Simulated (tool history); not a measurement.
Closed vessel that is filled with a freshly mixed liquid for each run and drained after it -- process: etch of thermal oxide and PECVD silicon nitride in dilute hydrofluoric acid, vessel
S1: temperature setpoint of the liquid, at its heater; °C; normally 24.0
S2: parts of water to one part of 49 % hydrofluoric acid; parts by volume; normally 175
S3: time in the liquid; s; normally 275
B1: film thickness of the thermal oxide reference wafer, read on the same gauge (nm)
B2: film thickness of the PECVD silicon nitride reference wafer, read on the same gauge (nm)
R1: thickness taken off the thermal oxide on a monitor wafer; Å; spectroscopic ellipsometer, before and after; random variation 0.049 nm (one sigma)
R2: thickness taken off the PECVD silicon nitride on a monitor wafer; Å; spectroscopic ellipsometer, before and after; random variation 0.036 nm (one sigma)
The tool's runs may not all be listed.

| run | hour | S1 | S2 | S3 | B1 | B2 | R1 | R2 |
|---|---|---|---|---|---|---|---|---|
| 1 | 0.0 | 24.0 | 175 | 275 | 43.39 | 108.523 | 69.1 | 29.56 |
| 2 | 74.5 | 24.0 | 175 | 275 | 43.50 | 108.674 | 68.2 | 29.62 |
| 3 | 125.2 | 24.0 | 175 | 275 | 43.52 | 108.813 | 68.9 | 29.20 |
| 4 | 217.2 | 24.0 | 175 | 275 | 43.57 | 108.960 | 69.4 | 30.04 |
| 5 | 286.6 | 24.0 | 175 | 275 | 43.63 | 109.007 | 69.4 | 29.31 |
| 6 | 381.5 | 22.5 | 175 | 275 | 43.65 | 109.208 | 65.9 | 27.32 |
| 7 | 442.7 | 27.5 | 175 | 275 | 43.69 | 109.231 | 79.1 | 36.36 |
| 8 | 478.9 | 24.0 | 175 | 275 | 43.73 | 109.297 | 69.4 | 29.91 |
|  | 492.1 | thermometer replaced |
| 9 | 583.5 | 25.5 | 175 | 365 | 43.78 | 109.365 | 97.6 | 42.87 |
| 10 | 649.6 | 24.0 | 215 | 275 | 43.77 | 109.391 | 54.2 | 24.18 |
| 11 | 746.8 | 28.0 | 175 | 155 | 43.77 | 109.496 | 45.0 | 21.62 |
| 12 | 852.2 | 20.5 | 220 | 275 | 43.81 | 109.539 | 46.4 | 18.72 |
|  | 944.3 | gauge calibrated |
| 13 | 955.6 | 24.0 | 175 | 275 | 39.92 | 99.781 | 63.8 | 27.01 |
| 14 | 992.2 | 24.0 | 205 | 160 | 40.12 | 100.273 | 31.2 | 13.65 |
| 15 | 1034.0 | 22.0 | 175 | 275 | 40.27 | 100.712 | 59.4 | 23.08 |
| 16 | 1083.3 | 26.0 | 115 | 410 | 40.50 | 101.239 | 168.0 | 69.09 |
| 17 | 1190.9 | 26.5 | 175 | 190 | 40.92 | 102.260 | 49.3 | 21.98 |
|  | 1222.7 | thermometer replaced |
|  | 1227.6 | hydrofluoric acid flow meter replaced |
| 18 | 1235.2 | 24.0 | 175 | 275 | 41.04 | 102.589 | 65.4 | 27.84 |
| 19 | 1332.4 | 27.0 | 225 | 160 | 41.34 | 103.306 | 31.9 | 15.38 |
| 20 | 1373.1 | 24.0 | 150 | 275 | 41.41 | 103.521 | 79.0 | 32.33 |
| 21 | 1474.6 | 28.5 | 235 | 430 | 41.67 | 104.172 | 84.7 | 42.27 |
| 22 | 1551.4 | 24.0 | 175 | 180 | 41.83 | 104.507 | 43.0 | 18.08 |
| 23 | 1587.5 | 24.0 | 215 | 375 | 41.90 | 104.758 | 70.3 | 31.20 |
| 24 | 1687.1 | 24.0 | 175 | 275 | 42.03 | 105.145 | 66.4 | 28.24 |
| 25 | 1728.2 | 24.0 | 175 | 275 | 42.13 | 105.264 | 66.2 | 28.79 |

Alternative continuations, all from the tool just after run 25; predict every row:
| A | 1728.9 | 24.0 | 175 | 275 | ? | ? | ? | ? |
| B | 1728.9 | 28.0 | 200 | 380 | ? | ? | ? | ? |
| C | 1728.9 | 24.0 | 95 | 275 | ? | ? | ? | ? |
| D | 1728.9 | 27.5 | 120 | 165 | ? | ? | ? | ? |

| run | B1 | B2 | R1 | R2 |
|---|---|---|---|---|
| A | 42.09 | 105.279 | 67.2 | 28.11 |
| B | 42.09 | 105.279 | 91.3 | 43.62 |
| C | 42.09 | 105.279 | 135.8 | 51.41 |
| D | 42.09 | 105.279 | 71.6 | 30.68 |
Stripped of hidden state, with their random variation kept, the same runs would have yielded:
| run | R1 | R2 |
|---|---|---|
| A | 63.8 | 26.70 |
| B | 86.7 | 41.44 |
| C | 129.0 | 48.84 |
| D | 68.0 | 29.15 |

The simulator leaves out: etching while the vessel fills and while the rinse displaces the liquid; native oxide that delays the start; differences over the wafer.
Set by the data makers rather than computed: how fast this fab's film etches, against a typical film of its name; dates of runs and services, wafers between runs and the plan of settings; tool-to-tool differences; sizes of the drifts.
